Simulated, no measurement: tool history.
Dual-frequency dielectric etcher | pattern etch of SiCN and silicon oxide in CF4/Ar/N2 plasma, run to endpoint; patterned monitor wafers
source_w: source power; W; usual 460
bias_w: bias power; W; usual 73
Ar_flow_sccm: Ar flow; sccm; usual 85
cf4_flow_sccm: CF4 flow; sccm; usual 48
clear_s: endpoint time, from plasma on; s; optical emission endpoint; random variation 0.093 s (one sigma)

run	hour	source_w	bias_w	Ar_flow_sccm	cf4_flow_sccm	incoming incoming film thickness, nm	clear_s
1	0	460	86	69	48	15.5	15.3
# hour 51.5: wet clean of the chamber
2	52	460	73	85	55	15.39	16.6
# hour 78.6: bias power generator calibrated
# hour 148.8: Ar flow controller replaced
3	208.8	460	73	85	48	15.23	16.6
# hour 217.3: source power generator calibrated
4	248.1	460	73	91	57	15.43	16.3
5	277.3	560	64	68	55	15.49	13.7
6	307.2	420	87	85	58	15.5	16.6
7	333.5	460	73	85	48	15.31	16.5
8	391.5	460	73	85	48	15.29	16.5
# hour 420.2: CF4 flow controller replaced
9	434.4	460	85	72	48	15.42	15.3
10	461.7	410	66	85	55	15.4	18.6
11	486.8	460	73	85	48	15.41	16.5
12	534.6	490	73	85	48	15.41	15.3
# hour 570.6: wet clean of the chamber
13	594.6	460	66	85	48	15.43	17.8
14	624	460	73	85	48	15.3	17
15	677.6	460	73	103	48	15.41	17.3
16	716.2	520	64	98	36	15.31	17
17	788.1	460	73	85	48	15.39	16.9

Forecast run 18:
18	829.4	460	73	85	37	15.31	?

Run 18 gave clear_s 17.4 s.
Without the tool's hidden state the same run would have given clear_s 17.8 s.
